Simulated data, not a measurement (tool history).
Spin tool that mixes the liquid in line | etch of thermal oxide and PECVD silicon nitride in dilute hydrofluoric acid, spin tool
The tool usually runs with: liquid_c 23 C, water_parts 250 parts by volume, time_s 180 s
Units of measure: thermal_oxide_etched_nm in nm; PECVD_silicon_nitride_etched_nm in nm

run	hour	liquid_c	water_parts	time_s	read-back film thickness of the thermal oxide reference wafer, read on the same gauge (nm)	read-back film thickness of the PECVD silicon nitride reference wafer, read on the same gauge (nm)	thermal_oxide_etched_nm	PECVD_silicon_nitride_etched_nm
1	0	23	250	180	99.992	110.004	3.489	2.138
2	12.8	23	250	180	99.991	110.003	3.513	2.056
3	30.7	23	195	180	99.993	109.99	4.754	2.594
4	43.9	23	195	180	99.997	110.044	4.752	2.662
5	52.5	23	250	180	99.978	109.977	3.524	2.121
6	68.2	23	250	180	100.003	110.01	3.521	2.078
7	82	23	250	180	99.994	109.982	3.569	2.12
8	98.8	23	250	180	100.007	110.037	3.561	2.051
9	107.3	23	250	180	100.004	110.007	3.541	2.032
# hour 110.1: hydrofluoric acid flow meter replaced
# hour 116.1: gauge calibrated
10	123	23	220	180	100.005	109.997	3.625	2.121
11	130.8	19	250	180	99.991	109.993	2.649	1.446
12	158.1	21	210	120	99.994	110.048	2.355	1.352
13	165	27	175	110	99.999	109.96	3.429	2.064
14	175.3	23	300	225	100.015	110.023	3.133	1.924

What will run 15 give?
# hour 192.3: thermometer replaced
15	193	20	175	230	?	?	?	?

Run 15 yielded read-back film thickness of the thermal oxide reference wafer, read on the same gauge (nm) 99.998, read-back film thickness of the PECVD silicon nitride reference wafer, read on the same gauge (nm) 109.985, thermal_oxide_etched_nm 5.568 nm, PECVD_silicon_nitride_etched_nm 2.793 nm.
Had the tool carried no hidden state, the very same run would have given thermal_oxide_etched_nm 5.456 nm, PECVD_silicon_nitride_etched_nm 2.747 nm.

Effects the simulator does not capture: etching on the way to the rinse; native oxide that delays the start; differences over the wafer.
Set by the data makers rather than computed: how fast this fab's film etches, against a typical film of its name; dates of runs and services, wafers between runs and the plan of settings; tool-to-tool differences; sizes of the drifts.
